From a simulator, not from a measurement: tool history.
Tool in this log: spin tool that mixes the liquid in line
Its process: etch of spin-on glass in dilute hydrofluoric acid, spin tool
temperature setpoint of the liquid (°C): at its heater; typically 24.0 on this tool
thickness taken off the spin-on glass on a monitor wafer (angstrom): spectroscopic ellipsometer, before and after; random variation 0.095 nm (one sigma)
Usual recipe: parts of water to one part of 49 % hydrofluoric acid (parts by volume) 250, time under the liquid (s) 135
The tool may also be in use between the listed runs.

run,hour,temperature setpoint of the liquid (°C),parts of water to one part of 49 % hydrofluoric acid (parts by volume),time under the liquid (s),wafers since the last listed run,hours since the thermometer was replaced,hours since the hydrofluoric acid flow meter was replaced,hours since the gauge calibration,"read-back film thickness of the spin-on glass reference wafer, read on the same gauge (nm)",thickness taken off the spin-on glass on a monitor wafer (angstrom)
1,0.0,24.0,250,135,0,882.9,1687.7,430.4,120.00,110.2
2,25.0,24.0,250,135,149,907.9,1712.7,455.4,119.99,109.3
3,83.8,24.0,250,135,350,966.7,1771.5,514.2,120.01,110.2
4,147.8,24.0,250,135,381,1030.7,1835.5,578.2,120.01,108.0
5,250.0,24.0,250,135,609,1132.9,1937.7,680.4,119.98,107.6
6,292.2,24.0,250,135,251,1175.1,1979.9,722.6,119.97,107.3
7,319.6,24.0,350,110,163,1202.5,2007.3,750.0,120.01,57.3
8,368.1,24.0,250,135,289,1251.0,2055.8,798.5,120.00,107.8
9,406.7,24.0,250,135,230,1289.6,2094.4,837.1,120.02,105.7
10,437.4,24.0,250,135,183,1320.3,2125.1,867.8,120.00,106.3
11,467.4,24.0,250,135,179,1350.3,2155.1,897.8,119.98,105.3
# hour 513.1: hydrofluoric acid flow meter replaced
12,536.3,24.0,250,135,405,1419.2,23.2,966.7,119.99,107.0
13,575.4,24.0,250,135,233,1458.3,62.3,1005.8,120.00,105.9
14,634.6,24.0,315,175,353,1517.5,121.5,1065.0,119.99,101.9
15,677.0,24.0,315,175,253,1559.9,163.9,1107.4,119.99,103.1
# hour 710.7: thermometer replaced
16,729.7,24.0,315,175,308,19.0,216.6,1160.1,120.01,109.8
17,800.5,25.5,250,95,422,89.8,287.4,1230.9,120.02,84.0
18,868.7,21.5,320,135,406,158.0,355.6,1299.1,120.00,74.8
19,930.4,24.0,250,135,368,219.7,417.3,1360.8,120.01,112.6
# hour 953.1: gauge calibrated
20,996.5,26.0,250,95,394,285.8,483.4,43.4,120.00,83.5
21,1030.1,24.0,250,135,200,319.4,517.0,77.0,120.00,112.5
22,1085.4,27.5,130,135,330,374.7,572.3,132.3,119.99,277.8
23,1133.2,21.5,305,135,285,422.5,620.1,180.1,119.99,78.9
24,1184.6,26.0,145,185,306,473.9,671.5,231.5,120.01,313.9
25,1221.0,22.5,250,75,217,510.3,707.9,267.9,119.99,57.9
26,1290.2,24.0,250,135,412,579.5,777.1,337.1,120.00,110.6
27,1358.8,27.5,315,215,409,648.1,845.7,405.7,119.98,144.8
28,1407.7,27.0,160,135,291,697.0,894.6,454.6,119.98,208.4
29,1457.1,24.0,130,80,294,746.4,944.0,504.0,120.01,140.6
30,1514.8,25.5,250,95,344,804.1,1001.7,561.7,120.00,82.1
31,1546.5,27.5,250,175,189,835.8,1033.4,593.4,119.99,159.6
32,1604.9,28.5,360,180,348,894.2,1091.8,651.8,120.00,104.5
33,1656.1,21.0,300,195,305,945.4,1143.0,703.0,119.98,110.7

Selected run-to-run steps in thickness taken off the spin-on glass on a monitor wafer (angstrom), each split into two signed amounts: the part the tool would show with no hidden state at all (from settings, incoming material and random variation), and the remainder, which goes to the hidden state together with any gauge scatter not common to the measured and the hidden-state-free results:
The tool's hidden condition here consists of: liquid colder than its thermometer reads (K); hydrofluoric acid flow below the setpoint (%); gauge reads high (%).
Run 22 -> 23: temperature setpoint of the liquid (°C) 27.5 -> 21.5, parts of water to one part of 49 % hydrofluoric acid (parts by volume) 130 -> 305. thickness taken off the spin-on glass on a monitor wafer (angstrom) -198.9: hidden state +8.0, all else -206.9.
Run 23 -> 24: temperature setpoint of the liquid (°C) 21.5 -> 26.0, parts of water to one part of 49 % hydrofluoric acid (parts by volume) 305 -> 145, time under the liquid (s) 135 -> 185. thickness taken off the spin-on glass on a monitor wafer (angstrom) +235.0: hidden state -11.4, all else +246.4.
Run 24 -> 25: temperature setpoint of the liquid (°C) 26.0 -> 22.5, parts of water to one part of 49 % hydrofluoric acid (parts by volume) 145 -> 250, time under the liquid (s) 185 -> 75. thickness taken off the spin-on glass on a monitor wafer (angstrom) -256.0: hidden state +11.9, all else -267.9.
